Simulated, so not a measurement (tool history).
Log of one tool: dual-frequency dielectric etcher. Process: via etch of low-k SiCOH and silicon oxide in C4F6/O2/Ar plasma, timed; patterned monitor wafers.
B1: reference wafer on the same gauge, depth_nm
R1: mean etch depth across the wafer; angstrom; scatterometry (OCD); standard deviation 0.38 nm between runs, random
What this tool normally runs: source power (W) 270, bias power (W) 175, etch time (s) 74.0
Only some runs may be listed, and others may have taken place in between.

Run 1, hour 0.0: usual settings but bias power (W) 208, etch time (s) 63.0; B1 210.2. Result: R1 1594 angstrom.
At hour 45.6: wet clean of the chamber.
Run 2, hour 66.2: usual settings but bias power (W) 208, etch time (s) 63.0; B1 210.1. Result: R1 1612 angstrom.
At hour 140.1: upper electrode replaced.
Run 3, hour 140.6: usual settings but bias power (W) 208, etch time (s) 63.0; B1 210.1. Result: R1 1604 angstrom.
Run 4, hour 290.9: usual settings but etch time (s) 84.5; B1 210.1. Result: R1 1978 angstrom.
Run 5, hour 392.7: usual settings but etch time (s) 84.5; B1 209.9. Result: R1 1980 angstrom.
At hour 402.0: source power generator calibrated.
At hour 679.7: wet clean of the chamber.
Run 6, hour 692.8: usual settings but etch time (s) 81.5; B1 210.0. Result: R1 1985 angstrom.
Run 7, hour 735.1: usual settings but bias power (W) 212; B1 210.1. Result: R1 1957 angstrom.
Run 8, hour 817.8: usual settings; B1 210.1. Result: R1 1803 angstrom.
Run 9, hour 859.0: usual settings; B1 209.8. Result: R1 1788 angstrom.
Run 10, hour 911.5: usual settings; B1 209.9. Result: R1 1792 angstrom.
Run 11, hour 950.7: usual settings but source power (W) 220; B1 210.1. Result: R1 1647 angstrom.
At hour 965.8: bias power generator calibrated.
Run 12, hour 990.3: usual settings but etch time (s) 64.0; B1 210.1. Result: R1 1550 angstrom.
Run 13, hour 1074.4: usual settings; B1 210.0. Result: R1 1785 angstrom.
Run 14, hour 1133.4: usual settings but source power (W) 230, etch time (s) 63.5; B1 210.1. Result: R1 1438 angstrom.
Run 15, hour 1238.5: usual settings but etch time (s) 52.5; B1 210.0. Result: R1 1259 angstrom.
At hour 1261.3: gauge calibrated.
Run 16, hour 1310.1: usual settings but bias power (W) 140, etch time (s) 65.0; B1 210.0. Result: R1 1414 angstrom.
At hour 1366.2: wet clean of the chamber.
Run 17, hour 1395.6: usual settings; B1 210.0. Result: R1 1795 angstrom.
Run 18, hour 1483.8: usual settings; B1 209.9. Result: R1 1796 angstrom.
Run 19, hour 1520.9: usual settings but source power (W) 210, etch time (s) 56.5; B1 210.1. Result: R1 1237 angstrom.
Run 20, hour 1602.9: usual settings; B1 210.0. Result: R1 1781 angstrom.
Run 21, hour 1664.2: usual settings but source power (W) 200, bias power (W) 134; B1 210.1. Result: R1 1406 angstrom.
Run 22, hour 1759.8: usual settings but source power (W) 320, bias power (W) 154; B1 210.0. Result: R1 1802 angstrom.
Run 23, hour 1817.5: usual settings but source power (W) 310, bias power (W) 161, etch time (s) 90.0; B1 209.9. Result: R1 2202 angstrom.
Run 24, hour 1917.4: usual settings but bias power (W) 133; B1 210.0. Result: R1 1570 angstrom.
At hour 2010.2: wet clean of the chamber.
Run 25, hour 2010.7: usual settings but bias power (W) 145; B1 209.9. Result: R1 1648 angstrom.
Run 26, hour 2248.4: usual settings; B1 210.2. Result: R1 1778 angstrom.
Run 27, hour 2345.1: usual settings but bias power (W) 217, etch time (s) 57.0; B1 210.1. Result: R1 1498 angstrom.
Run 28, hour 2383.8: usual settings but bias power (W) 186, etch time (s) 92.0; B1 210.0. Result: R1 2255 angstrom.
Run 29, hour 2455.9: usual settings but source power (W) 240; B1 210.1. Result: R1 1685 angstrom.

Each row is a separate what-if for the run after 29, all from the same tool condition, not one after another. Results?
Run A, hour 2456.3: usual settings but source power (W) 300; B1 ?. Result: R1 ?.
Run B, hour 2456.3: usual settings but bias power (W) 138; B1 ?. Result: R1 ?.
Run C, hour 2456.3: usual settings but source power (W) 300, etch time (s) 88.0; B1 ?. Result: R1 ?.
Run D, hour 2456.3: usual settings but bias power (W) 143, etch time (s) 54.0; B1 ?. Result: R1 ?.

run     B1    R1
  A  210.1  1849
  B  210.1  1597
  C  210.1  2199
  D  210.1  1184
Stripped of hidden state, with their random variation kept, the same runs would have yielded:
run    R1
  A  1883
  B  1626
  C  2240
  D  1206
